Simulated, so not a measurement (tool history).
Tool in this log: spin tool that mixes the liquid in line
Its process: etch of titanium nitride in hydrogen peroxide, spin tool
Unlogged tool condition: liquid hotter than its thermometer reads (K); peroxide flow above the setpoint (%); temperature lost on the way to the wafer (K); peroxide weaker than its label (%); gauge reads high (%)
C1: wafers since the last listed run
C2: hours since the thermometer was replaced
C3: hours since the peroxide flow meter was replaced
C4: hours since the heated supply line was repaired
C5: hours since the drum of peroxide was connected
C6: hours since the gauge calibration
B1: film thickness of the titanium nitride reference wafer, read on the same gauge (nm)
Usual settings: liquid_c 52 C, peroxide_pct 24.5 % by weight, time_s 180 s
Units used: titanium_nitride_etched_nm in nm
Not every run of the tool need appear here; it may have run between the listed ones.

{"run": 1, "day": 0.0, "liquid_c": 52, "peroxide_pct": 24.5, "time_s": 180, "C1": 0, "C2": 3230.3, "C3": 1833.9, "C4": 1702.5, "C5": 277.8, "C6": 151.5, "B1": 39.98, "titanium_nitride_etched_nm": 15.96}
{"run": 2, "day": 0.271, "liquid_c": 52, "peroxide_pct": 24.5, "time_s": 180, "C1": 32, "C2": 3236.8, "C3": 1840.4, "C4": 1709, "C5": 284.3, "C6": 158, "B1": 40.01, "titanium_nitride_etched_nm": 16.09}
{"run": 3, "day": 0.988, "liquid_c": 52, "peroxide_pct": 24.5, "time_s": 180, "C1": 86, "C2": 3254, "C3": 1857.6, "C4": 1726.2, "C5": 301.5, "C6": 175.2, "B1": 40.01, "titanium_nitride_etched_nm": 16.04}
{"run": 4, "day": 1.617, "liquid_c": 52, "peroxide_pct": 24.5, "time_s": 180, "C1": 76, "C2": 3269.1, "C3": 1872.7, "C4": 1741.3, "C5": 316.6, "C6": 190.3, "B1": 40.02, "titanium_nitride_etched_nm": 15.95}
{"run": 5, "day": 2.229, "liquid_c": 52, "peroxide_pct": 24.5, "time_s": 180, "C1": 74, "C2": 3283.8, "C3": 1887.4, "C4": 1756, "C5": 331.3, "C6": 205, "B1": 39.99, "titanium_nitride_etched_nm": 16.03}
{"run": 6, "day": 2.608, "liquid_c": 52, "peroxide_pct": 24.5, "time_s": 180, "C1": 45, "C2": 3292.9, "C3": 1896.5, "C4": 1765.1, "C5": 340.4, "C6": 214.1, "B1": 40.01, "titanium_nitride_etched_nm": 15.95}
{"run": 7, "day": 3.008, "liquid_c": 56.5, "peroxide_pct": 24.5, "time_s": 135, "C1": 48, "C2": 3302.5, "C3": 1906.1, "C4": 1774.7, "C5": 350, "C6": 223.7, "B1": 39.96, "titanium_nitride_etched_nm": 16.48}
{"run": 8, "day": 3.55, "liquid_c": 56.5, "peroxide_pct": 24.5, "time_s": 135, "C1": 65, "C2": 3315.5, "C3": 1919.1, "C4": 1787.7, "C5": 363, "C6": 236.7, "B1": 40.02, "titanium_nitride_etched_nm": 16.41}
{"run": 9, "day": 3.971, "liquid_c": 52, "peroxide_pct": 24.5, "time_s": 180, "C1": 50, "C2": 3325.6, "C3": 1929.2, "C4": 1797.8, "C5": 373.1, "C6": 246.8, "B1": 40.02, "titanium_nitride_etched_nm": 16.18}
{"run": 10, "day": 4.588, "liquid_c": 52, "peroxide_pct": 18.5, "time_s": 180, "C1": 74, "C2": 3340.4, "C3": 1944, "C4": 1812.6, "C5": 387.9, "C6": 261.6, "B1": 40.01, "titanium_nitride_etched_nm": 15.23}
{"run": 11, "day": 4.838, "liquid_c": 52, "peroxide_pct": 29.5, "time_s": 180, "C1": 30, "C2": 3346.4, "C3": 1950, "C4": 1818.6, "C5": 393.9, "C6": 267.6, "B1": 40.01, "titanium_nitride_etched_nm": 16.74}
{"run": 12, "day": 5.504, "liquid_c": 46.5, "peroxide_pct": 30, "time_s": 180, "C1": 80, "C2": 3362.4, "C3": 1966, "C4": 1834.6, "C5": 409.9, "C6": 283.6, "B1": 40, "titanium_nitride_etched_nm": 11.35}
{"day": 5.854, "done": "gauge calibrated"}
{"run": 13, "day": 6.162, "liquid_c": 61, "peroxide_pct": 30, "time_s": 180, "C1": 79, "C2": 3378.2, "C3": 1981.8, "C4": 1850.4, "C5": 425.7, "C6": 7.4, "B1": 40.01, "titanium_nitride_etched_nm": 31.13}
{"day": 6.808, "done": "peroxide flow meter replaced"}
{"run": 14, "day": 6.838, "liquid_c": 55.5, "peroxide_pct": 17.5, "time_s": 245, "C1": 76, "C2": 3394.4, "C3": 0.7, "C4": 1866.6, "C5": 441.9, "C6": 23.6, "B1": 39.98, "titanium_nitride_etched_nm": 26.28}
{"day": 6.892, "done": "heated supply line repaired"}
{"run": 15, "day": 7.446, "liquid_c": 57.5, "peroxide_pct": 24.5, "time_s": 115, "C1": 68, "C2": 3409, "C3": 15.3, "C4": 13.3, "C5": 456.5, "C6": 38.2, "B1": 39.99, "titanium_nitride_etched_nm": 15.04}
{"day": 7.533, "done": "thermometer replaced"}
{"run": 16, "day": 8.008, "liquid_c": 52, "peroxide_pct": 24.5, "time_s": 180, "C1": 62, "C2": 11.4, "C3": 28.8, "C4": 26.8, "C5": 470, "C6": 51.7, "B1": 39.99, "titanium_nitride_etched_nm": 13.49}
{"day": 8.062, "done": "new drum of peroxide connected"}
{"run": 17, "day": 8.55, "liquid_c": 52, "peroxide_pct": 30, "time_s": 180, "C1": 60, "C2": 24.4, "C3": 41.8, "C4": 39.8, "C5": 11.7, "C6": 64.7, "B1": 39.97, "titanium_nitride_etched_nm": 14.11}
{"run": 18, "day": 9.217, "liquid_c": 47, "peroxide_pct": 24.5, "time_s": 270, "C1": 80, "C2": 40.4, "C3": 57.8, "C4": 55.8, "C5": 27.7, "C6": 80.7, "B1": 40, "titanium_nitride_etched_nm": 14.03}
{"run": 19, "day": 9.908, "liquid_c": 42, "peroxide_pct": 24.5, "time_s": 180, "C1": 83, "C2": 57, "C3": 74.4, "C4": 72.4, "C5": 44.3, "C6": 97.3, "B1": 40.03, "titanium_nitride_etched_nm": 6.52}
{"run": 20, "day": 10.233, "liquid_c": 52, "peroxide_pct": 24.5, "time_s": 180, "C1": 39, "C2": 64.8, "C3": 82.2, "C4": 80.2, "C5": 52.1, "C6": 105.1, "B1": 39.99, "titanium_nitride_etched_nm": 13.53}
{"run": 21, "day": 10.854, "liquid_c": 61, "peroxide_pct": 27.5, "time_s": 280, "C1": 75, "C2": 79.7, "C3": 97.1, "C4": 95.1, "C5": 67, "C6": 120, "B1": 40.01, "titanium_nitride_etched_nm": 39.77}
{"run": 22, "day": 11.383, "liquid_c": 52, "peroxide_pct": 24.5, "time_s": 180, "C1": 63, "C2": 92.4, "C3": 109.8, "C4": 107.8, "C5": 79.7, "C6": 132.7, "B1": 39.99, "titanium_nitride_etched_nm": 13.49}
{"run": 23, "day": 11.683, "liquid_c": 45, "peroxide_pct": 29, "time_s": 225, "C1": 36, "C2": 99.6, "C3": 117, "C4": 115, "C5": 86.9, "C6": 139.9, "B1": 40, "titanium_nitride_etched_nm": 10.44}
{"run": 24, "day": 12.033, "liquid_c": 52, "peroxide_pct": 24.5, "time_s": 180, "C1": 42, "C2": 108, "C3": 125.4, "C4": 123.4, "C5": 95.3, "C6": 148.3, "B1": 40, "titanium_nitride_etched_nm": 13.66}

5 options for the next run, each taken on its own from the tool as it stands now. Forecast them:
{"run": "A", "day": 12.054, "liquid_c": 55, "peroxide_pct": 24.5, "time_s": 180, "C1": 2, "C2": 108.5, "C3": 125.9, "C4": 123.9, "C5": 95.8, "C6": 148.8, "B1": "?", "titanium_nitride_etched_nm": "?"}
{"run": "B", "day": 12.054, "liquid_c": 43, "peroxide_pct": 24.5, "time_s": 225, "C1": 2, "C2": 108.5, "C3": 125.9, "C4": 123.9, "C5": 95.8, "C6": 148.8, "B1": "?", "titanium_nitride_etched_nm": "?"}
{"run": "C", "day": 12.054, "liquid_c": 48.5, "peroxide_pct": 20.5, "time_s": 260, "C1": 2, "C2": 108.5, "C3": 125.9, "C4": 123.9, "C5": 95.8, "C6": 148.8, "B1": "?", "titanium_nitride_etched_nm": "?"}
{"run": "D", "day": 12.054, "liquid_c": 52, "peroxide_pct": 24.5, "time_s": 280, "C1": 2, "C2": 108.5, "C3": 125.9, "C4": 123.9, "C5": 95.8, "C6": 148.8, "B1": "?", "titanium_nitride_etched_nm": "?"}
{"run": "E", "day": 12.054, "liquid_c": 47, "peroxide_pct": 28, "time_s": 75, "C1": 2, "C2": 108.5, "C3": 125.9, "C4": 123.9, "C5": 95.8, "C6": 148.8, "B1": "?", "titanium_nitride_etched_nm": "?"}

run=A B1=39.97 titanium_nitride_etched_nm=16.65
run=B B1=39.97 titanium_nitride_etched_nm=8.72
run=C B1=39.97 titanium_nitride_etched_nm=14.56
run=D B1=39.97 titanium_nitride_etched_nm=20.97
run=E B1=39.97 titanium_nitride_etched_nm=4.03
Take away the tool's hidden state, keep each run's random variation, and the runs would have read:
run=A titanium_nitride_etched_nm=16.16
run=B titanium_nitride_etched_nm=8.44
run=C titanium_nitride_etched_nm=14.12
run=D titanium_nitride_etched_nm=20.34
run=E titanium_nitride_etched_nm=3.9
